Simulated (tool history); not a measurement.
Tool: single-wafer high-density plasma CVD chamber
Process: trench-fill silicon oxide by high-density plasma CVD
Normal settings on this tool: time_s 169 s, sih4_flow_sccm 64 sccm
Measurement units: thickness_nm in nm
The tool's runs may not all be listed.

run,hour,time_s,sih4_flow_sccm,wafers since the last listed run,hours since the silane flow controller was replaced,hours since the gauge calibration,"read-back reference wafer on the same gauge, thickness_nm",thickness_nm
1,0.0,176,64,0,301.0,1108.3,1260.545,1147.532
2,51.4,176,64,279,352.4,1159.7,1260.220,1142.454
3,103.6,169,68,284,404.6,1211.9,1260.015,1166.507
4,203.4,169,68,543,504.4,1311.7,1259.613,1168.022
5,289.4,169,68,467,590.4,1397.7,1261.616,1164.880
6,334.8,169,59,247,635.8,1443.1,1261.303,1011.045
7,411.2,169,64,415,712.2,1519.5,1260.279,1095.508
8,465.2,169,64,293,766.2,1573.5,1260.281,1092.602
9,532.2,146,56,364,833.2,1640.5,1259.461,824.559
10,631.4,146,56,539,932.4,1739.7,1260.840,826.769
11,670.5,169,64,212,971.5,1778.8,1258.565,1089.838
12,717.3,169,64,254,1018.3,1825.6,1259.751,1087.792
13,774.9,169,64,313,1075.9,1883.2,1260.879,1088.092
14,835.7,186,64,330,1136.7,1944.0,1259.980,1198.003
15,900.3,186,64,351,1201.3,2008.6,1260.795,1193.892
16,988.4,169,64,479,1289.4,2096.7,1260.010,1085.922
17,1153.8,169,64,899,1454.8,2262.1,1260.771,1081.861
18,1214.5,169,64,330,1515.5,2322.8,1259.680,1083.127
19,1310.1,169,59,520,1611.1,2418.4,1260.040,998.498
# hour 1333.2: gauge calibrated
20,1391.5,169,64,442,1692.5,58.3,1259.782,1081.267
21,1436.8,160,76,246,1737.8,103.6,1260.293,1214.566
22,1474.4,159,69,204,1775.4,141.2,1260.708,1094.896
23,1520.0,169,69,248,1821.0,186.8,1259.815,1167.014
# hour 1555.5: silane flow controller replaced
24,1614.6,169,58,471,59.1,281.4,1260.668,1027.595
25,1680.6,169,64,359,125.1,347.4,1259.326,1135.626
26,1942.8,169,59,1426,387.3,609.6,1260.396,1040.686
27,2008.0,169,64,354,452.5,674.8,1260.095,1132.853
28,2108.6,159,72,547,553.1,775.4,1260.460,1193.576
# hour 2171.2: silane flow controller replaced, repeated, since the last time left the tool worse
29,2201.4,192,64,461,30.2,868.2,1259.858,1237.952
30,2253.8,160,76,285,82.6,920.6,1260.532,1225.324
31,2360.7,200,54,581,189.5,1027.5,1259.055,1088.550
32,2401.0,195,74,219,229.8,1067.8,1260.015,1456.236
33,2442.2,156,64,224,271.0,1109.0,1258.404,1003.636
34,2544.2,140,71,555,373.0,1211.0,1259.140,999.036

Per-run results on a tool with no hidden state, each run keeping its own random variation:
What the log doesn't record here: delivered silane flow above the setpoint (%); gauge reads high (%).
run,thickness_nm
1,1145.289
2,1140.976
3,1165.783
4,1168.802
5,1166.953
6,1013.440
7,1099.190
8,1097.041
9,828.629
10,831.920
11,1097.185
12,1095.792
13,1096.916
14,1208.675
15,1205.541
16,1097.778
17,1096.039
18,1098.193
19,1013.655
20,1098.852
21,1235.054
22,1113.915
23,1187.997
24,994.021
25,1099.429
26,1010.827
27,1101.250
28,1161.746
29,1243.423
30,1231.576
31,1095.624
32,1466.467
33,1011.229
34,1007.931
